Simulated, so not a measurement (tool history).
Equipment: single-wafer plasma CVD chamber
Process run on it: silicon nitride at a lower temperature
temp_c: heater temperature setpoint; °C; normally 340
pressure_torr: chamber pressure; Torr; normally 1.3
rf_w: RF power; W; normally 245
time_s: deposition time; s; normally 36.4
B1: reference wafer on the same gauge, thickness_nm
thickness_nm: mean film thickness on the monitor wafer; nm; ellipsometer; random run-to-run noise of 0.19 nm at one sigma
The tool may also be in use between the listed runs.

run 1 hour=0 | temp_c=340 pressure_torr=1.3 rf_w=245 time_s=34.4 | B1=27.585 | thickness_nm=31.68
-- hour=11.2 thermocouple changed; heater temperature recalibrated
run 2 hour=11.7 | temp_c=340 pressure_torr=1.3 rf_w=245 time_s=34.4 | B1=27.564 | thickness_nm=31.606
run 3 hour=21.8 | temp_c=340 pressure_torr=1.3 rf_w=245 time_s=36.4 | B1=27.643 | thickness_nm=33.184
run 4 hour=30.6 | temp_c=340 pressure_torr=1.3 rf_w=245 time_s=36.4 | B1=27.585 | thickness_nm=33.309
run 5 hour=43.8 | temp_c=340 pressure_torr=1.3 rf_w=245 time_s=36.4 | B1=27.619 | thickness_nm=33.403
run 6 hour=55.4 | temp_c=340 pressure_torr=1.47 rf_w=245 time_s=36.4 | B1=27.545 | thickness_nm=34.651
run 7 hour=72.3 | temp_c=340 pressure_torr=1.49 rf_w=245 time_s=40.2 | B1=27.565 | thickness_nm=38.415
run 8 hour=78.6 | temp_c=340 pressure_torr=1.3 rf_w=285 time_s=43.2 | B1=27.68 | thickness_nm=42.99
run 9 hour=90 | temp_c=340 pressure_torr=1.3 rf_w=245 time_s=30.9 | B1=27.61 | thickness_nm=28.205
-- hour=101.4 RF generator calibrated
run 10 hour=101.9 | temp_c=340 pressure_torr=1.51 rf_w=245 time_s=34.1 | B1=27.612 | thickness_nm=31.981
run 11 hour=113.5 | temp_c=350 pressure_torr=1.05 rf_w=280 time_s=33.5 | B1=27.587 | thickness_nm=30.195
run 12 hour=126.8 | temp_c=340 pressure_torr=1.3 rf_w=245 time_s=36.4 | B1=27.604 | thickness_nm=32.315
run 13 hour=136.3 | temp_c=340 pressure_torr=1.3 rf_w=230 time_s=36.4 | B1=27.654 | thickness_nm=31.44
run 14 hour=151.2 | temp_c=350 pressure_torr=1.08 rf_w=205 time_s=40.7 | B1=27.587 | thickness_nm=31.258
run 15 hour=166.4 | temp_c=334 pressure_torr=1.3 rf_w=245 time_s=39.9 | B1=27.602 | thickness_nm=35.815
-- hour=187.1 capacitance manometer re-zeroed and calibrated
run 16 hour=187.6 | temp_c=340 pressure_torr=1.07 rf_w=230 time_s=36.4 | B1=27.553 | thickness_nm=29.82
run 17 hour=189.7 | temp_c=349 pressure_torr=1.3 rf_w=220 time_s=41.9 | B1=27.621 | thickness_nm=35.051
run 18 hour=238.7 | temp_c=331 pressure_torr=1.01 rf_w=245 time_s=36.4 | B1=27.602 | thickness_nm=30.284
-- hour=253.1 RF generator calibrated, repeated, since the last time left the tool worse
run 19 hour=253.6 | temp_c=340 pressure_torr=1.3 rf_w=245 time_s=36.4 | B1=27.665 | thickness_nm=34.656
-- hour=264.2 showerhead replaced
run 20 hour=268.2 | temp_c=340 pressure_torr=1.3 rf_w=245 time_s=36.4 | B1=27.594 | thickness_nm=34.228
run 21 hour=281.4 | temp_c=334 pressure_torr=1.3 rf_w=245 time_s=39.9 | B1=27.606 | thickness_nm=37.926
run 22 hour=293.1 | temp_c=351 pressure_torr=1.3 rf_w=245 time_s=42.2 | B1=27.587 | thickness_nm=39.777
run 23 hour=300.4 | temp_c=340 pressure_torr=1.3 rf_w=230 time_s=42.8 | B1=27.614 | thickness_nm=39.04
run 24 hour=309.6 | temp_c=352 pressure_torr=1.41 rf_w=210 time_s=30.7 | B1=27.587 | thickness_nm=27.09
run 25 hour=321.3 | temp_c=340 pressure_torr=1.3 rf_w=245 time_s=32.3 | B1=27.571 | thickness_nm=30.547
run 26 hour=334.3 | temp_c=349 pressure_torr=1.3 rf_w=285 time_s=39.7 | B1=27.656 | thickness_nm=40.702
run 27 hour=349.1 | temp_c=340 pressure_torr=1.3 rf_w=245 time_s=40.8 | B1=27.626 | thickness_nm=38.335
run 28 hour=355.7 | temp_c=340 pressure_torr=1.3 rf_w=245 time_s=36.4 | B1=27.565 | thickness_nm=34.194
run 29 hour=403 | temp_c=326 pressure_torr=1.3 rf_w=245 time_s=36.4 | B1=27.565 | thickness_nm=34.354

Consider 3 possible next runs. They are alternatives, not a sequence: every one starts from the tool as it was left by run 29. What does each give?
run A hour=403.4 | temp_c=340 pressure_torr=1.3 rf_w=245 time_s=36.4 | B1=? | thickness_nm=?
run B hour=403.4 | temp_c=326 pressure_torr=1.3 rf_w=265 time_s=32.2 | B1=? | thickness_nm=?
run C hour=403.4 | temp_c=340 pressure_torr=1.41 rf_w=210 time_s=36.4 | B1=? | thickness_nm=?

run=A B1=27.607 thickness_nm=33.929
run=B B1=27.607 thickness_nm=31.466
run=C B1=27.607 thickness_nm=31.939
Without the tool's hidden state the same runs would have given:
run=A thickness_nm=34.106
run=B thickness_nm=31.629
run=C thickness_nm=32.113

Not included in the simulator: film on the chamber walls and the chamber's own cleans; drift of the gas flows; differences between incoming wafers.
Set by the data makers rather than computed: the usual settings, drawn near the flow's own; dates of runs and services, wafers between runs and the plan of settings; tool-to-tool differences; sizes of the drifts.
